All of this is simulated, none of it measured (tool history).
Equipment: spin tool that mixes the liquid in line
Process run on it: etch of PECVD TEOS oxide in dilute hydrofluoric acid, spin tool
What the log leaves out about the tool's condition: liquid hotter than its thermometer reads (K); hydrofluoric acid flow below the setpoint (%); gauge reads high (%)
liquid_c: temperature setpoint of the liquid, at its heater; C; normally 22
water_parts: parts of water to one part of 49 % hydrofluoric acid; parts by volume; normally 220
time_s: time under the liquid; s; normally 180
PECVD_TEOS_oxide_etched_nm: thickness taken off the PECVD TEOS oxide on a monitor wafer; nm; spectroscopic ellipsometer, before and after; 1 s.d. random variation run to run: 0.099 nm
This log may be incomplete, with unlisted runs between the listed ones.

| run | day | liquid_c | water_parts | time_s | wafers since the last listed run | hours since the thermometer was replaced | hours since the hydrofluoric acid flow meter was replaced | hours since the gauge calibration | read-back film thickness of the PECVD TEOS oxide reference wafer, read on the same gauge (nm) | PECVD_TEOS_oxide_etched_nm |
|---|---|---|---|---|---|---|---|---|---|---|
| 1 | 0 | 22 | 220 | 240 | 0 | 1229.1 | 2250.2 | 1620.8 | 140 | 13.27 |
| 2 | 1.021 | 22 | 220 | 180 | 165 | 1253.6 | 2274.7 | 1645.3 | 140 | 9.85 |
| 3 | 4.004 | 22 | 220 | 180 | 483 | 1325.2 | 2346.3 | 1716.9 | 139.97 | 9.8 |
|  | 4.779 | thermometer replaced |
| 4 | 5.438 | 22 | 220 | 180 | 225 | 15.8 | 2380.7 | 1751.3 | 140.03 | 9.86 |
| 5 | 7.9 | 22 | 220 | 180 | 398 | 74.9 | 2439.8 | 1810.4 | 139.99 | 9.69 |
| 6 | 9.233 | 19 | 310 | 180 | 215 | 106.9 | 2471.8 | 1842.4 | 139.99 | 5.67 |
| 7 | 10.258 | 22 | 300 | 180 | 165 | 131.5 | 2496.4 | 1867 | 140.02 | 6.6 |
| 8 | 12.225 | 22 | 300 | 180 | 318 | 178.7 | 2543.6 | 1914.2 | 139.99 | 6.61 |
| 9 | 13.712 | 22 | 300 | 180 | 240 | 214.4 | 2579.3 | 1949.9 | 140.02 | 6.55 |
|  | 15.221 | hydrofluoric acid flow meter replaced |
| 10 | 15.604 | 22 | 220 | 180 | 299 | 259.8 | 9.2 | 1995.3 | 139.99 | 10.53 |
|  | 15.867 | gauge calibrated |
| 11 | 18.108 | 26 | 220 | 220 | 405 | 319.9 | 69.3 | 53.8 | 139.99 | 15 |
| 12 | 20.262 | 23.5 | 290 | 150 | 348 | 371.6 | 121 | 105.5 | 140 | 6.58 |
| 13 | 24.954 | 22 | 220 | 95 | 759 | 484.2 | 233.6 | 218.1 | 140.01 | 5.54 |
| 14 | 27.679 | 19 | 220 | 95 | 441 | 549.6 | 299 | 283.5 | 140 | 4.89 |
| 15 | 29.367 | 17 | 220 | 130 | 273 | 590.1 | 339.5 | 324 | 140 | 6.38 |
| 16 | 31.233 | 19.5 | 115 | 95 | 302 | 634.9 | 384.3 | 368.8 | 139.97 | 10.82 |
| 17 | 33.779 | 22 | 220 | 180 | 412 | 696 | 445.4 | 429.9 | 140.02 | 10.45 |
| 18 | 36.079 | 19 | 220 | 180 | 372 | 751.2 | 500.6 | 485.1 | 140 | 9.3 |
| 19 | 38.529 | 20.5 | 220 | 250 | 396 | 810 | 559.4 | 543.9 | 140.01 | 13.52 |
| 20 | 39.942 | 22 | 220 | 180 | 228 | 843.9 | 593.3 | 577.8 | 140.01 | 10.36 |
| 21 | 42.312 | 20.5 | 220 | 180 | 383 | 900.8 | 650.2 | 634.7 | 139.98 | 9.75 |
| 22 | 44.971 | 22 | 220 | 180 | 430 | 964.6 | 714 | 698.5 | 139.99 | 10.38 |
| 23 | 47.325 | 17.5 | 280 | 180 | 381 | 1021.1 | 770.5 | 755 | 139.98 | 6.5 |
| 24 | 49.804 | 19.5 | 220 | 180 | 401 | 1080.6 | 830 | 814.5 | 140.01 | 9.33 |
| 25 | 51.975 | 22 | 185 | 110 | 351 | 1132.7 | 882.1 | 866.6 | 139.99 | 7.86 |
| 26 | 59.188 | 18 | 220 | 180 | 1168 | 1305.8 | 1055.2 | 1039.7 | 140.03 | 8.79 |
|  | 65.029 | thermometer replaced |
| 27 | 65.125 | 22 | 220 | 180 | 954 | 2.3 | 1197.7 | 1182.2 | 140 | 10.12 |
| 28 | 66.25 | 24 | 220 | 180 | 182 | 29.3 | 1224.7 | 1209.2 | 139.97 | 11 |
| 29 | 67.833 | 20 | 275 | 85 | 256 | 67.3 | 1262.7 | 1247.2 | 140 | 3.35 |
| 30 | 70.012 | 17.5 | 220 | 80 | 352 | 119.6 | 1315 | 1299.5 | 140.01 | 3.83 |
| 31 | 72.475 | 23.5 | 145 | 180 | 398 | 178.7 | 1374.1 | 1358.6 | 140.03 | 17.84 |
| 32 | 74.067 | 22 | 220 | 180 | 257 | 216.9 | 1412.3 | 1396.8 | 139.98 | 10.36 |

5 ways to go on from here, each from the tool as it stands after run 32. What would each give?
| A | 74.088 | 27 | 220 | 180 | 3 | 217.4 | 1412.8 | 1397.3 | ? | ? |
| B | 74.088 | 22 | 160 | 180 | 3 | 217.4 | 1412.8 | 1397.3 | ? | ? |
| C | 74.088 | 25.5 | 220 | 270 | 3 | 217.4 | 1412.8 | 1397.3 | ? | ? |
| D | 74.088 | 23.5 | 220 | 230 | 3 | 217.4 | 1412.8 | 1397.3 | ? | ? |
| E | 74.088 | 18.5 | 220 | 105 | 3 | 217.4 | 1412.8 | 1397.3 | ? | ? |

| run | read-back film thickness of the PECVD TEOS oxide reference wafer, read on the same gauge (nm) | PECVD_TEOS_oxide_etched_nm |
|---|---|---|
| A | 140.02 | 12.38 |
| B | 140.02 | 15.15 |
| C | 140.02 | 17.61 |
| D | 140.02 | 13.96 |
| E | 140.02 | 5.28 |
Take away the tool's hidden state, keep each run's random variation, and the runs would have read:
| run | PECVD_TEOS_oxide_etched_nm |
|---|---|
| A | 12.94 |
| B | 15.8 |
| C | 18.4 |
| D | 14.58 |
| E | 5.51 |
